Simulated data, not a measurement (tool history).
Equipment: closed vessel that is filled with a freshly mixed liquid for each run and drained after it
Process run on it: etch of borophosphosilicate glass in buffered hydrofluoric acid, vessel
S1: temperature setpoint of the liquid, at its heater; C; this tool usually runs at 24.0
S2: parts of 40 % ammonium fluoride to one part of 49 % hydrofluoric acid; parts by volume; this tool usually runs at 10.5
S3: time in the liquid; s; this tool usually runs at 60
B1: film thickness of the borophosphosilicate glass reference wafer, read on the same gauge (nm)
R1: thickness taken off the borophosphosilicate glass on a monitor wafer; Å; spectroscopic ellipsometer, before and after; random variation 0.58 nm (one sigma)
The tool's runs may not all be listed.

run   hour    S1    S2  S3     B1      R1
  1    0.0  24.0  10.5  60  60.00  1149.5
  2   17.2  24.0  10.5  60  59.98  1134.6
  3   33.2  24.0  10.5  60  60.01  1144.8
  4   50.3  24.0  10.5  60  59.98  1126.6
      54.0  -- gauge calibrated
  5   85.0  24.0  10.5  60  60.01  1146.6
  6  107.9  24.0  10.5  60  59.99  1127.9
  7  142.6  24.0  10.5  60  60.01  1129.1
  8  155.3  24.0  10.5  60  60.00  1127.5
  9  173.9  24.0  10.5  60  60.03  1123.3
 10  242.8  24.0  10.5  35  60.02   652.2
 11  276.1  24.0  10.5  60  59.98  1105.1
 12  300.1  24.0  10.5  60  60.03  1110.0
     316.5  -- hydrofluoric acid flow meter replaced
 13  358.2  24.0   8.5  60  59.99  1413.9
 14  393.1  26.0   6.5  35  59.98  1207.8
 15  422.6  24.0  12.5  40  60.02   661.4
 16  449.1  28.0   9.0  85  60.00  2321.0
     452.8  -- gauge calibrated
 17  483.8  21.0  10.5  85  59.99  1404.7
 18  502.9  28.5   9.0  35  60.00   977.7
     526.1  -- thermometer replaced
 19  537.6  26.0   8.0  35  59.99   963.9
 20  555.3  24.0  10.5  60  60.02  1165.5
 21  581.5  22.5  14.5  90  60.01  1169.5
 22  611.2  26.0  10.5  80  60.01  1723.8
 23  624.3  24.0  10.5  60  60.03  1157.0
 24  654.5  24.0  10.5  60  60.02  1159.5
 25  673.5  29.0   9.5  45  59.98  1252.0
 26  689.1  24.0  12.5  35  60.00   563.0

A few steps of R1 between consecutive runs. Split each: what settings, incoming material and random variation would produce without the hidden state, and what is left over for the hidden state, along with gauge scatter present in only one of the two compared results (measured, and without hidden state):
Hidden state at play: liquid hotter than its thermometer reads (K); hydrofluoric acid flow below the setpoint (%); gauge reads high (%).
Run 10 -> 11: S3 35 -> 60. R1 +452.9 Å: hidden state -36.7, all else +489.6.
Run 12 -> 13: S2 10.5 -> 8.5, hydrofluoric acid flow meter replaced. R1 +303.9 Å: hidden state +68.3, all else +235.6.
Run 15 -> 16: S1 24.0 -> 28.0, S2 12.5 -> 9.0, S3 40 -> 85. R1 +1659.6 Å: hidden state -17.9, all else +1677.5.
Run 16 -> 17: S1 28.0 -> 21.0, S2 9.0 -> 10.5, gauge calibrated. R1 -916.3 Å: hidden state -2.4, all else -913.9.
